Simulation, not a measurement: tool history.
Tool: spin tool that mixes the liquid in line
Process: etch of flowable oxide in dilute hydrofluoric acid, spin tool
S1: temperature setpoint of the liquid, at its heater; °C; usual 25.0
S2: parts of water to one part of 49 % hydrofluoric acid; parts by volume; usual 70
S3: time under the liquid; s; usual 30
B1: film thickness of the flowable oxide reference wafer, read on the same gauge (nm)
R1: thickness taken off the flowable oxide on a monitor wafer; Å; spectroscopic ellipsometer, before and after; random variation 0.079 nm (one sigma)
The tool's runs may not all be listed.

| run | hour | S1 | S2 | S3 | B1 | R1 |
|---|---|---|---|---|---|---|
| 1 | 0.0 | 25.0 | 70 | 30 | 59.98 | 120.9 |
| 2 | 49.7 | 25.0 | 70 | 30 | 59.98 | 120.6 |
| 3 | 156.4 | 25.0 | 70 | 30 | 59.95 | 121.0 |
|  | 190.2 | gauge calibrated |
| 4 | 221.0 | 25.0 | 70 | 30 | 59.98 | 119.9 |
| 5 | 289.7 | 25.0 | 70 | 30 | 60.00 | 118.2 |
| 6 | 337.6 | 25.0 | 70 | 30 | 59.97 | 118.9 |
| 7 | 418.1 | 25.0 | 70 | 30 | 60.01 | 119.1 |
| 8 | 501.7 | 25.0 | 70 | 30 | 59.99 | 117.1 |
| 9 | 540.4 | 29.0 | 70 | 30 | 60.02 | 136.3 |
| 10 | 616.6 | 25.0 | 70 | 15 | 60.02 | 57.7 |
| 11 | 687.4 | 25.0 | 70 | 15 | 60.01 | 57.6 |
|  | 697.3 | thermometer replaced |
|  | 718.6 | hydrofluoric acid flow meter replaced |
| 12 | 735.6 | 25.0 | 70 | 15 | 60.00 | 61.2 |
| 13 | 792.0 | 25.0 | 70 | 30 | 59.99 | 121.5 |
| 14 | 832.4 | 27.5 | 70 | 50 | 60.03 | 225.9 |
| 15 | 938.2 | 25.0 | 95 | 40 | 60.00 | 114.1 |
| 16 | 1007.3 | 25.0 | 70 | 30 | 59.97 | 120.6 |
| 17 | 1065.7 | 27.0 | 70 | 50 | 60.00 | 214.4 |
| 18 | 1305.4 | 25.0 | 70 | 30 | 60.02 | 118.2 |
| 19 | 1398.1 | 25.0 | 70 | 30 | 60.00 | 115.9 |
| 20 | 1506.8 | 27.0 | 45 | 30 | 59.98 | 203.1 |
|  | 1514.2 | thermometer replaced |
| 21 | 1567.7 | 21.0 | 95 | 20 | 60.00 | 46.3 |
| 22 | 1657.3 | 28.0 | 70 | 45 | 60.00 | 194.9 |
|  | 1673.3 | hydrofluoric acid flow meter replaced |
|  | 1700.4 | gauge calibrated |
| 23 | 1727.3 | 26.5 | 105 | 15 | 59.99 | 41.3 |
| 24 | 1771.4 | 22.5 | 60 | 40 | 60.05 | 173.7 |
| 25 | 1864.9 | 29.5 | 95 | 40 | 60.01 | 135.1 |
| 26 | 1918.9 | 25.0 | 60 | 30 | 59.99 | 141.6 |
| 27 | 2131.6 | 25.0 | 70 | 20 | 60.01 | 78.5 |
| 28 | 2207.5 | 25.0 | 70 | 30 | 59.97 | 117.7 |
| 29 | 2293.0 | 25.0 | 70 | 30 | 60.00 | 116.7 |
| 30 | 2388.3 | 26.5 | 50 | 40 | 59.99 | 235.4 |
|  | 2397.4 | thermometer replaced |
| 31 | 2479.7 | 21.0 | 90 | 35 | 59.97 | 87.4 |
| 32 | 2539.2 | 25.0 | 40 | 30 | 59.99 | 206.6 |

What the log doesn't show, run by run:
liquid hotter than its thermometer reads (K): 0 in every run
gauge reads high (%): 0 in every run
H1: hydrofluoric acid flow below the setpoint (%)
| run | H1 |
|---|---|
| 1 | 1.24 |
| 2 | 1.55 |
| 3 | 2.22 |
| 4 | 2.63 |
| 5 | 3.06 |
| 6 | 3.36 |
| 7 | 3.87 |
| 8 | 4.39 |
| 9 | 4.64 |
| 10 | 5.12 |
| 11 | 5.56 |
| 12 | 0.399 |
| 13 | 0.753 |
| 14 | 1.01 |
| 15 | 1.67 |
| 16 | 2.11 |
| 17 | 2.47 |
| 18 | 3.98 |
| 19 | 4.56 |
| 20 | 5.24 |
| 21 | 5.63 |
| 22 | 6.19 |
| 23 | 0.907 |
| 24 | 1.18 |
| 25 | 1.77 |
| 26 | 2.11 |
| 27 | 3.45 |
| 28 | 3.92 |
| 29 | 4.46 |
| 30 | 5.06 |
| 31 | 5.63 |
| 32 | 6.01 |
